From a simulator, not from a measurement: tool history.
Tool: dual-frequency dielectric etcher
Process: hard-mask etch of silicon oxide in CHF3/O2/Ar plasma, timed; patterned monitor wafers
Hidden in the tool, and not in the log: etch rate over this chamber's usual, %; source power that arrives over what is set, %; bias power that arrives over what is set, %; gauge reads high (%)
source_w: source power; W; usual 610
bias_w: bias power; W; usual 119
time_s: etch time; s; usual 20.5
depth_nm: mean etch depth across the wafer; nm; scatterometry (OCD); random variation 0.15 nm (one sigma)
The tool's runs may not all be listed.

run	hour	source_w	bias_w	time_s	wafers since the last listed run	hours since the last wet clean	hours since the last source power generator calibration	hours since the last bias power generator calibration	hours since the last upper electrode change	hours since the gauge calibration	read-back reference wafer on the same gauge, depth_nm	depth_nm
1	0.0	610	119	20.5	0	365.2	1574.5	3644.0	4911.9	172.2	39.35	32.96
2	7.5	710	135	20.5	73	372.7	1582.0	3651.5	4919.4	179.7	39.34	37.00
3	21.9	710	135	20.5	141	387.1	1596.4	3665.9	4933.8	194.1	39.29	37.16
4	35.7	610	119	20.5	136	400.9	1610.2	3679.7	4947.6	207.9	39.32	32.80
5	42.7	610	119	20.5	69	407.9	1617.2	3686.7	4954.6	214.9	39.27	32.85
6	52.7	610	119	20.5	98	417.9	1627.2	3696.7	4964.6	224.9	39.29	32.76
7	64.2	520	119	20.5	113	429.4	1638.7	3708.2	4976.1	236.4	39.24	30.95
8	74.2	520	119	20.5	98	439.4	1648.7	3718.2	4986.1	246.4	39.25	30.98
9	122.1	660	119	20.5	472	487.3	1696.6	3766.1	5034.0	294.3	39.25	33.62
10	132.1	610	119	20.5	98	497.3	1706.6	3776.1	5044.0	304.3	39.30	32.70
# hour 162.7: wet clean of the chamber
# hour 168.5: gauge calibrated
# hour 172.3: upper electrode replaced
11	172.8	610	119	20.5	69	10.1	1747.3	3816.8	0.5	4.3	39.30	34.18
12	173.1	610	119	23.5	2	10.4	1747.6	3817.1	0.8	4.6	39.31	39.05
13	175.8	670	146	23.5	26	13.1	1750.3	3819.8	3.5	7.3	39.19	44.33
14	188.6	740	130	20.5	126	25.9	1763.1	3832.6	16.3	20.1	39.31	38.10
# hour 192.9: bias power generator calibrated
15	198.9	490	98	17.5	62	36.2	1773.4	6.0	26.6	30.4	39.41	24.27
16	214.7	670	146	23.5	155	52.0	1789.2	21.8	42.4	46.2	39.28	44.49
17	227.6	610	143	23.0	127	64.9	1802.1	34.7	55.3	59.1	39.28	41.49
# hour 236.9: source power generator calibrated
18	242.6	670	143	24.5	108	79.9	5.7	49.7	70.3	74.1	39.31	45.73
19	255.3	700	102	16.0	125	92.6	18.4	62.4	83.0	86.8	39.27	26.26
20	304.6	610	119	15.5	486	141.9	67.7	111.7	132.3	136.1	39.33	25.40
21	316.6	610	111	19.0	118	153.9	79.7	123.7	144.3	148.1	39.32	30.43
22	326.6	610	119	20.5	98	163.9	89.7	133.7	154.3	158.1	39.28	33.60
23	343.5	610	146	18.5	166	180.8	106.6	150.6	171.2	175.0	39.36	33.08

Forecast each of these 3 alternatives for the next run:
A	343.9	610	119	20.5	3	181.2	107.0	151.0	171.6	175.4	?	?
B	343.9	500	107	20.5	3	181.2	107.0	151.0	171.6	175.4	?	?
C	343.9	660	91	17.0	3	181.2	107.0	151.0	171.6	175.4	?	?

run	read-back reference wafer on the same gauge, depth_nm	depth_nm
A	39.32	33.49
B	39.32	29.46
C	39.32	25.41
Without the tool's hidden state the same runs would have given:
run	depth_nm
A	34.35
B	30.21
C	26.06
